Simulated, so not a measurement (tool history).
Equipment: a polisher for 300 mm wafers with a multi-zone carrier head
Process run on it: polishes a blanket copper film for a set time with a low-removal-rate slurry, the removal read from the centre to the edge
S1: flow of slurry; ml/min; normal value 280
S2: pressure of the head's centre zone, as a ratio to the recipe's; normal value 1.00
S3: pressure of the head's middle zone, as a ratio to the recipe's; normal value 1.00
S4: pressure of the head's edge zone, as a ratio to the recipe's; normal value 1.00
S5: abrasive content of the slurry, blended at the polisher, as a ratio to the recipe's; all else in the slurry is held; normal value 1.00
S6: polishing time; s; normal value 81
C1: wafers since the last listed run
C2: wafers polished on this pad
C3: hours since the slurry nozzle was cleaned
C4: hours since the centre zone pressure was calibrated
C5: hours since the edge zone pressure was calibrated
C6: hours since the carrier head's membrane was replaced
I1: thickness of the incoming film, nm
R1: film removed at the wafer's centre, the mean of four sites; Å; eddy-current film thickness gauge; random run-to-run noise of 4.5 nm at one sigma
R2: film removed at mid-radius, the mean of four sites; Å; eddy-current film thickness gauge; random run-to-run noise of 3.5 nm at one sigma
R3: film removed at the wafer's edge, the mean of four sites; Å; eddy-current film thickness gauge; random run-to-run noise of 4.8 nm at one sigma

Run 1, day 0.000: usual settings but S4 0.95, S5 1.10; C1 0; C2 546; C3 370.9; C4 368.6; C5 419.3; C6 1089.4; I1 1235.6. Result: R1 3638 Å, R2 3606 Å, R3 3515 Å.
Run 2, day 1.129: usual settings but S4 0.95, S5 1.10; C1 262; C2 808; C3 398.0; C4 395.7; C5 446.4; C6 1116.5; I1 1249.4. Result: R1 3693 Å, R2 3486 Å, R3 3427 Å.
Run 3, day 3.629: usual settings but S1 255 ml/min; C1 580; C2 1389; C3 458.0; C4 455.7; C5 506.4; C6 1176.5; I1 1214.1. Result: R1 3516 Å, R2 3462 Å, R3 3412 Å.
Run 4, day 5.204: usual settings but S6 88 s; C1 365; C2 1755; C3 495.8; C4 493.5; C5 544.2; C6 1214.3; I1 1230.3. Result: R1 3856 Å, R2 3731 Å, R3 3672 Å.
At day 5.679: slurry nozzle cleaned.
Run 5, day 6.533: usual settings but S6 88 s; C1 299; C2 2054; C3 20.5; C4 525.4; C5 576.1; C6 1246.2; I1 1220.1. Result: R1 3813 Å, R2 3676 Å, R3 3819 Å.
Run 6, day 8.842: usual settings; C1 536; C2 2590; C3 75.9; C4 580.8; C5 631.5; C6 1301.6; I1 1232.4. Result: R1 3471 Å, R2 3307 Å, R3 3355 Å.
At day 9.100: edge zone pressure recalibrated.
Run 7, day 10.717: usual settings; C1 416; C2 3007; C3 120.9; C4 625.8; C5 38.8; C6 1346.6; I1 1241.3. Result: R1 3526 Å, R2 3370 Å, R3 3366 Å.
At day 12.117: carrier head's membrane replaced by a new one.
Run 8, day 12.346: usual settings but S5 0.75; C1 330; C2 3337; C3 160.0; C4 664.9; C5 77.9; C6 5.5; I1 1223.0. Result: R1 3122 Å, R2 3000 Å, R3 3087 Å.
At day 13.675: worn pad replaced by a new one.
Run 9, day 14.417: usual settings but S1 185 ml/min, S3 0.88, S5 0.75, S6 104 s; C1 442; C2 171; C3 209.7; C4 714.6; C5 127.6; C6 55.2; I1 1238.6. Result: R1 4106 Å, R2 3552 Å, R3 4090 Å.
Run 10, day 16.400: usual settings but S4 1.03, S6 102 s; C1 460; C2 632; C3 257.3; C4 762.2; C5 175.2; C6 102.8; I1 1245.8. Result: R1 4479 Å, R2 4395 Å, R3 4428 Å.
Run 11, day 19.279: usual settings but S2 1.10, S6 64 s; C1 668; C2 1301; C3 326.4; C4 831.3; C5 244.3; C6 171.9; I1 1237.4. Result: R1 3036 Å, R2 2711 Å, R3 2768 Å.
Run 12, day 21.633: usual settings but S2 1.06; C1 546; C2 1848; C3 382.9; C4 887.8; C5 300.8; C6 228.4; I1 1242.2. Result: R1 3689 Å, R2 3390 Å, R3 3451 Å.
At day 23.725: slurry nozzle cleaned.
Run 13, day 23.838: usual settings but S4 0.90; C1 502; C2 2350; C3 2.7; C4 940.7; C5 353.7; C6 281.3; I1 1253.0. Result: R1 3492 Å, R2 3468 Å, R3 3136 Å.
At day 27.296: worn pad replaced by a new one.
Run 14, day 32.096: usual settings but S4 1.11, S5 0.90, S6 94 s; C1 1879; C2 1115; C3 200.9; C4 1138.9; C5 551.9; C6 479.5; I1 1252.2. Result: R1 4078 Å, R2 3844 Å, R3 4138 Å.
Run 15, day 34.700: usual settings; C1 604; C2 1720; C3 263.4; C4 1201.4; C5 614.4; C6 542.0; I1 1259.4. Result: R1 3448 Å, R2 3423 Å, R3 3383 Å.
At day 35.346: edge zone pressure recalibrated.
At day 35.738: centre zone pressure recalibrated.
Run 16, day 36.117: usual settings; C1 290; C2 2010; C3 297.4; C4 9.1; C5 18.5; C6 576.0; I1 1238.3. Result: R1 3524 Å, R2 3392 Å, R3 3379 Å.
Run 17, day 37.508: usual settings but S2 1.10, S4 0.92, S5 0.70; C1 323; C2 2334; C3 330.8; C4 42.5; C5 51.9; C6 609.4; I1 1239.4. Result: R1 3456 Å, R2 3034 Å, R3 2907 Å.
At day 39.667: worn pad replaced by a new one.
At day 43.829: slurry nozzle cleaned.
Run 18, day 44.996: usual settings but S1 190 ml/min; C1 1691; C2 1228; C3 28.0; C4 222.2; C5 231.6; C6 789.1; I1 1246.0. Result: R1 3453 Å, R2 3336 Å, R3 3394 Å.
Run 19, day 50.421: usual settings but S2 0.91, S5 1.10, S6 72 s; C1 1260; C2 2488; C3 158.2; C4 352.4; C5 361.8; C6 919.3; I1 1234.5. Result: R1 2945 Å, R2 3133 Å, R3 3100 Å.
Run 20, day 52.446: usual settings; C1 470; C2 2959; C3 206.8; C4 401.0; C5 410.4; C6 967.9; I1 1233.2. Result: R1 3436 Å, R2 3298 Å, R3 3359 Å.
At day 53.725: worn pad replaced by a new one.
Run 21, day 53.746: usual settings; C1 263; C2 4; C3 238.0; C4 432.2; C5 441.6; C6 999.1; I1 1233.6. Result: R1 3575 Å, R2 3514 Å, R3 3510 Å.

Forecast each of these 4 alternatives for the next run:
Run A, day 53.767: usual settings but S5 1.20; C1 4; C2 9; C3 238.5; C4 432.7; C5 442.1; C6 999.6; I1 1240.9. Result: R1 ?, R2 ?, R3 ?.
Run B, day 53.767: usual settings but S1 320 ml/min, S2 0.92, S4 1.11, S6 60 s; C1 4; C2 9; C3 238.5; C4 432.7; C5 442.1; C6 999.6; I1 1240.9. Result: R1 ?, R2 ?, R3 ?.
Run C, day 53.767: usual settings but S5 1.15, S6 74 s; C1 4; C2 9; C3 238.5; C4 432.7; C5 442.1; C6 999.6; I1 1240.9. Result: R1 ?, R2 ?, R3 ?.
Run D, day 53.767: usual settings but S1 190 ml/min, S3 0.96, S6 106 s; C1 4; C2 9; C3 238.5; C4 432.7; C5 442.1; C6 999.6; I1 1240.9. Result: R1 ?, R2 ?, R3 ?.

run    R1    R2    R3
  A  3653  3663  3777
  B  2432  2610  2818
  C  3299  3309  3412
  D  4379  4278  4587
Without the tool's unlogged condition, the same runs would have read:
run    R1    R2    R3
  A  3677  3688  3802
  B  2449  2627  2836
  C  3321  3330  3434
  D  4408  4306  4618

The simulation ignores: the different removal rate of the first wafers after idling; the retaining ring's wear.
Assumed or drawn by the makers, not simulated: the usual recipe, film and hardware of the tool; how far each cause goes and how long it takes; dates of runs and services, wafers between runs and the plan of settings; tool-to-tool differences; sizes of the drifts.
